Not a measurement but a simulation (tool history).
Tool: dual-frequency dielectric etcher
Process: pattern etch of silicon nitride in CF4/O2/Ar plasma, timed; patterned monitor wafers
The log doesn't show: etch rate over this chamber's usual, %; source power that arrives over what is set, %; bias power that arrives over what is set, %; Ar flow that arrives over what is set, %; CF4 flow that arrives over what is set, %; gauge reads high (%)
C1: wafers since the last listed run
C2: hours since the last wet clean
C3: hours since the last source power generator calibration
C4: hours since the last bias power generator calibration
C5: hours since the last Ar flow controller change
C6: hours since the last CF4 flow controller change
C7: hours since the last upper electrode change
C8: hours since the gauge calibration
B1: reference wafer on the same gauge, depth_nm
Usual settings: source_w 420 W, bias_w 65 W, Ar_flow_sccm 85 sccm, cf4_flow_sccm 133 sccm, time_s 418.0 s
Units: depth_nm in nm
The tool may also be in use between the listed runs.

Run 1, hour 0.0: usual settings; C1 0; C2 468.2; C3 2563.0; C4 4151.8; C5 1862.9; C6 1811.1; C7 4669.6; C8 587.9; B1 691.3. Result: depth_nm 789.6 nm.
At hour 56.2: upper electrode replaced.
At hour 67.8: CF4 flow controller replaced.
At hour 99.1: bias power generator calibrated.
At hour 112.6: wet clean of the chamber.
Run 2, hour 113.1: usual settings but time_s 471.5 s; C1 255; C2 0.5; C3 2676.1; C4 14.0; C5 1976.0; C6 45.3; C7 56.9; C8 701.0; B1 692.8. Result: depth_nm 862.2 nm.
At hour 124.1: Ar flow controller replaced.
Run 3, hour 124.6: usual settings; C1 21; C2 12.0; C3 2687.6; C4 25.5; C5 0.5; C6 56.8; C7 68.4; C8 712.5; B1 690.9. Result: depth_nm 765.2 nm.
Run 4, hour 132.7: usual settings; C1 31; C2 20.1; C3 2695.7; C4 33.6; C5 8.6; C6 64.9; C7 76.5; C8 720.6; B1 692.5. Result: depth_nm 765.4 nm.
Run 5, hour 153.6: usual settings but time_s 533.5 s; C1 81; C2 41.0; C3 2716.6; C4 54.5; C5 29.5; C6 85.8; C7 97.4; C8 741.5; B1 692.1. Result: depth_nm 974.5 nm.
Run 6, hour 173.7: usual settings but bias_w 52 W, cf4_flow_sccm 117 sccm; C1 78; C2 61.1; C3 2736.7; C4 74.6; C5 49.6; C6 105.9; C7 117.5; C8 761.6; B1 692.1. Result: depth_nm 720.9 nm.
Run 7, hour 188.7: usual settings but source_w 340 W, bias_w 52 W, Ar_flow_sccm 103 sccm, time_s 516.0 s; C1 58; C2 76.1; C3 2751.7; C4 89.6; C5 64.6; C6 120.9; C7 132.5; C8 776.6; B1 692.5. Result: depth_nm 726.9 nm.
Run 8, hour 213.2: usual settings but source_w 470 W, Ar_flow_sccm 98 sccm, cf4_flow_sccm 160 sccm; C1 95; C2 100.6; C3 2776.2; C4 114.1; C5 89.1; C6 145.4; C7 157.0; C8 801.1; B1 692.1. Result: depth_nm 846.7 nm.
At hour 214.7: gauge calibrated.
Run 9, hour 230.4: usual settings; C1 67; C2 117.8; C3 2793.4; C4 131.3; C5 106.3; C6 162.6; C7 174.2; C8 15.7; B1 690.8. Result: depth_nm 770.3 nm.
Run 10, hour 244.6: usual settings but bias_w 56 W; C1 55; C2 132.0; C3 2807.6; C4 145.5; C5 120.5; C6 176.8; C7 188.4; C8 29.9; B1 691.9. Result: depth_nm 739.8 nm.
Run 11, hour 260.6: usual settings; C1 62; C2 148.0; C3 2823.6; C4 161.5; C5 136.5; C6 192.8; C7 204.4; C8 45.9; B1 691.8. Result: depth_nm 769.7 nm.
Run 12, hour 285.9: usual settings but bias_w 78 W; C1 98; C2 173.3; C3 2848.9; C4 186.8; C5 161.8; C6 218.1; C7 229.7; C8 71.2; B1 691.6. Result: depth_nm 808.2 nm.
Run 13, hour 312.3: usual settings but source_w 390 W, bias_w 81 W; C1 102; C2 199.7; C3 2875.3; C4 213.2; C5 188.2; C6 244.5; C7 256.1; C8 97.6; B1 690.9. Result: depth_nm 763.4 nm.
At hour 333.0: source power generator calibrated.
Run 14, hour 339.2: usual settings but source_w 380 W; C1 89; C2 226.6; C3 6.2; C4 240.1; C5 215.1; C6 271.4; C7 283.0; C8 124.5; B1 691.7. Result: depth_nm 739.2 nm.
Run 15, hour 363.7: usual settings but source_w 390 W; C1 95; C2 251.1; C3 30.7; C4 264.6; C5 239.6; C6 295.9; C7 307.5; C8 149.0; B1 692.1. Result: depth_nm 757.1 nm.
Run 16, hour 396.0: usual settings but bias_w 78 W, cf4_flow_sccm 163 sccm, time_s 381.5 s; C1 125; C2 283.4; C3 63.0; C4 296.9; C5 271.9; C6 328.2; C7 339.8; C8 181.3; B1 692.4. Result: depth_nm 787.9 nm.
Run 17, hour 415.8: usual settings; C1 77; C2 303.2; C3 82.8; C4 316.7; C5 291.7; C6 348.0; C7 359.6; C8 201.1; B1 692.5. Result: depth_nm 817.2 nm.
Run 18, hour 444.1: usual settings but source_w 350 W, Ar_flow_sccm 105 sccm; C1 110; C2 331.5; C3 111.1; C4 345.0; C5 320.0; C6 376.3; C7 387.9; C8 229.4; B1 692.1. Result: depth_nm 678.3 nm.
Run 19, hour 457.6: usual settings; C1 52; C2 345.0; C3 124.6; C4 358.5; C5 333.5; C6 389.8; C7 401.4; C8 242.9; B1 692.0. Result: depth_nm 812.8 nm.
Run 20, hour 488.3: usual settings but time_s 307.5 s; C1 119; C2 375.7; C3 155.3; C4 389.2; C5 364.2; C6 420.5; C7 432.1; C8 273.6; B1 691.5. Result: depth_nm 600.2 nm.
Run 21, hour 507.8: usual settings but source_w 490 W, cf4_flow_sccm 152 sccm; C1 76; C2 395.2; C3 174.8; C4 408.7; C5 383.7; C6 440.0; C7 451.6; C8 293.1; B1 691.1. Result: depth_nm 945.1 nm.
Run 22, hour 525.4: usual settings but Ar_flow_sccm 97 sccm; C1 68; C2 412.8; C3 192.4; C4 426.3; C5 401.3; C6 457.6; C7 469.2; C8 310.7; B1 692.3. Result: depth_nm 804.7 nm.

Forecast each of these 3 alternatives for the next run:
Run A, hour 525.9: usual settings; C1 1; C2 413.3; C3 192.9; C4 426.8; C5 401.8; C6 458.1; C7 469.7; C8 311.2; B1 ?. Result: depth_nm ?.
Run B, hour 525.9: usual settings but source_w 490 W, Ar_flow_sccm 97 sccm, cf4_flow_sccm 154 sccm, time_s 462.0 s; C1 1; C2 413.3; C3 192.9; C4 426.8; C5 401.8; C6 458.1; C7 469.7; C8 311.2; B1 ?. Result: depth_nm ?.
Run C, hour 525.9: usual settings but bias_w 59 W, Ar_flow_sccm 79 sccm; C1 1; C2 413.3; C3 192.9; C4 426.8; C5 401.8; C6 458.1; C7 469.7; C8 311.2; B1 ?. Result: depth_nm ?.

run     B1  depth_nm
  A  691.3     815.2
  B  691.3    1031.1
  C  691.3     802.3
Without the tool's hidden state the same runs would have given:
run  depth_nm
  A     793.7
  B    1003.9
  C     781.1
